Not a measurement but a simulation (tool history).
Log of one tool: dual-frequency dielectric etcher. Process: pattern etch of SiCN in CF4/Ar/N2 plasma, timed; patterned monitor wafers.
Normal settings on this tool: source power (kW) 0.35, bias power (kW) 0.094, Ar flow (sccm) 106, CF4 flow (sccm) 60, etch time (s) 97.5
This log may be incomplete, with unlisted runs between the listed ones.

run   hour  source power (kW)  bias power (kW)  Ar flow (sccm)  CF4 flow (sccm)  etch time (s)  read-back reference wafer on the same gauge, depth_nm  mean etch depth across the wafer (angstrom)
  1      0               0.35            0.094             117               60           97.5                                                   61.2                                          681
      11.2  -- bias power generator calibrated
  2   11.7               0.35            0.094             106               60           97.5                                                   61.5                                          695
  3     18                0.3            0.094             106               52           97.5                                                   61.4                                          575
  4   30.7               0.35            0.094             106               60           97.5                                                   61.3                                          688
  5   42.8               0.35            0.094              96               60             77                                                   61.5                                          556
  6   57.1               0.35            0.094             106               48            121                                                   61.6                                          834
  7     71               0.32            0.094              84               60           97.5                                                   61.3                                          654
  8   84.8               0.35            0.094             106               60           97.5                                                   61.5                                          689
  9   97.2               0.35            0.094             106               70           97.5                                                   61.4                                          703
     110.8  -- gauge calibrated
       128  -- upper electrode replaced
     138.1  -- wet clean of the chamber
 10  138.6               0.35            0.111             106               60           97.5                                                   61.3                                          780
 11  138.9               0.35            0.094             106               60           97.5                                                   61.5                                          727
 12  139.3               0.35            0.083             106               75          116.5                                                   61.3                                          847
 13  142.9               0.35            0.094             106               60           87.5                                                   61.3                                          641
 14  160.8               0.35            0.076              87               60            108                                                   61.3                                          746
 15    172               0.35            0.094             106               60          117.5                                                   61.5                                          861
 16  189.3               0.29            0.094              98               49           83.5                                                   61.5                                          489
 17  206.1               0.35            0.087             106               60             85                                                   61.5                                          602
 18  213.7               0.35            0.094             106               60           97.5                                                   61.5                                          708
 19  227.5                0.4            0.094             121               64            125                                                   61.5                                         1034
 20  244.7               0.35            0.094              92               60           97.5                                                   61.3                                          727
 21    254                0.4            0.094             106               60           97.5                                                   61.4                                          819

5 ways to go on from here, each from the tool as it stands after run 21. What would each give?
  A  254.4               0.35            0.094             106               60           80.5                                                      ?                                            ?
  B  254.4               0.35            0.094             106               50          113.5                                                      ?                                            ?
  C  254.4               0.35            0.103             106               60          114.5                                                      ?                                            ?
  D  254.4               0.35            0.094             120               54           97.5                                                      ?                                            ?
  E  254.4               0.35            0.094             106               74           97.5                                                      ?                                            ?

run  read-back reference wafer on the same gauge, depth_nm  mean etch depth across the wafer (angstrom)
  A                                                   61.3                                          583
  B                                                   61.3                                          799
  C                                                   61.3                                          865
  D                                                   61.3                                          681
  E                                                   61.3                                          729
Take away the tool's hidden state, keep each run's random variation, and the runs would have read:
run  mean etch depth across the wafer (angstrom)
  A                                          589
  B                                          807
  C                                          873
  D                                          687
  E                                          736
